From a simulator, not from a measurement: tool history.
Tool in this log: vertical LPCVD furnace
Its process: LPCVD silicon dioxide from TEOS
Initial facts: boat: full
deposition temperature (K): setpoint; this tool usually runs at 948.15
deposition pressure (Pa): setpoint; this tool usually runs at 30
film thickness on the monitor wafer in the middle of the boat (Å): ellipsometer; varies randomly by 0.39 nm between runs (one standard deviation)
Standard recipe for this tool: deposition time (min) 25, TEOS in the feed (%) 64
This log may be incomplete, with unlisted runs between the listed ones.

run    hour  deposition temperature (K)  deposition pressure (Pa)  deposition time (min)  TEOS in the feed (%)  read-back reference wafer on the same gauge, thickness  film thickness on the monitor wafer in the middle of the boat (Å)
  1       0                      948.15                        30                     25                    64                                                   87.43                                                              819.4
  2    70.4                      948.15                        30                     25                    64                                                   87.34                                                              817.5
  3   117.9                      948.15                      24.7                     25                    64                                                   87.49                                                                747
  4   154.9                      948.15                      24.7                     25                    64                                                   87.38                                                              747.1
  5   186.8                      948.15                      24.7                     25                    64                                                   87.39                                                              747.6
  6   232.2                      948.15                        30                   19.5                    64                                                   87.32                                                              638.8
  7   263.7                      948.15                        30                     25                    64                                                    87.4                                                              819.4
  8   323.8                      948.15                        30                     25                    69                                                   87.41                                                              848.9
  9   339.8                      948.15                        30                     25                    69                                                   87.45                                                                850
 10   388.8                      941.15                        32                   30.5                    58                                                   87.27                                                              831.9
 11   445.7                      948.15                        30                     25                    64                                                    87.4                                                              831.3
 12   498.5                      948.15                      37.3                     25                    64                                                   87.38                                                                932
 13   552.9                      948.15                        30                     17                    64                                                   87.34                                                              558.1
 14   581.7                      948.15                        30                     25                    64                                                   87.49                                                                831
 15   644.4                      943.15                      33.3                     25                    67                                                   87.33                                                                789
 16   712.1                      959.15                      25.3                   29.5                    55                                                   87.45                                                             1082.5
 17   736.2                      953.15                      37.3                   15.5                    76                                                   87.41                                                              702.7
 18   789.3                      948.15                        36                   21.5                    53                                                   87.44                                                              718.6
 19   931.9                      948.15                        30                     25                    64                                                   87.39                                                              874.4
 20     994                      944.15                        30                   22.5                    64                                                   87.36                                                                710
 21  1026.3                      948.15                        30                     25                    64                                                   87.38                                                                877
 22  1070.9                      952.15                        30                     25                    64                                                    87.5                                                              953.7
 23    1118                      948.15                        30                     25                    64                                                   87.44                                                              867.7
 24  1175.5                      948.15                      35.3                     25                    64                                                   87.39                                                              940.3
 25  1238.7                      948.15                        30                     25                    64                                                   87.36                                                              875.7
 26  1305.4                      948.15                        30                     25                    64                                                   87.42                                                              776.6
 27  1358.6                      948.15                        30                   31.5                    74                                                   87.39                                                             1048.2
 28  1397.6                      948.15                      34.7                     25                    64                                                    87.4                                                              831.6
 29  1448.8                      944.15                        30                   18.5                    56                                                   87.41                                                              486.7
 30  1502.3                      960.15                      26.7                     25                    73                                                   87.38                                                             1057.6

Put back what was entered between runs (5 entries, withheld): which listed runs does each sit between, and how does the hidden state differ from the listed run before to the listed run after?
Runs 7 to 8: TEOS flow controller replaced (hour 323.3)
  true tube temperature minus thermocouple reading, K: 2.46 -> 2.5
  measured minus no-state result, film thickness on the monitor wafer in the middle of the boat (Å): +47.8 -> +50.4
Runs 17 to 18: gauge calibrated (hour 781.5)
  true tube temperature minus thermocouple reading, K: 2.78 -> 2.82
  measured minus no-state result, film thickness on the monitor wafer in the middle of the boat (Å): +45.7 -> +47.8
Runs 18 to 19: thermocouples replaced and temperature profile calibrated (hour 845.6)
  true tube temperature minus thermocouple reading, K: 2.82 -> 4.59
  measured minus no-state result, film thickness on the monitor wafer in the middle of the boat (Å): +47.8 -> +92.6
Runs 21 to 22: pressure gauge zeroed (hour 1070.4)
  true tube temperature minus thermocouple reading, K: 4.66 -> 4.69
  measured minus no-state result, film thickness on the monitor wafer in the middle of the boat (Å): +94.2 -> +102.2
Runs 25 to 26: thermocouples replaced and temperature profile calibrated, repeated, since the last time left the tool worse (hour 1304.9)
  true tube temperature minus thermocouple reading, K: 4.8 -> 0.309
  measured minus no-state result, film thickness on the monitor wafer in the middle of the boat (Å): +96.7 -> +5.9

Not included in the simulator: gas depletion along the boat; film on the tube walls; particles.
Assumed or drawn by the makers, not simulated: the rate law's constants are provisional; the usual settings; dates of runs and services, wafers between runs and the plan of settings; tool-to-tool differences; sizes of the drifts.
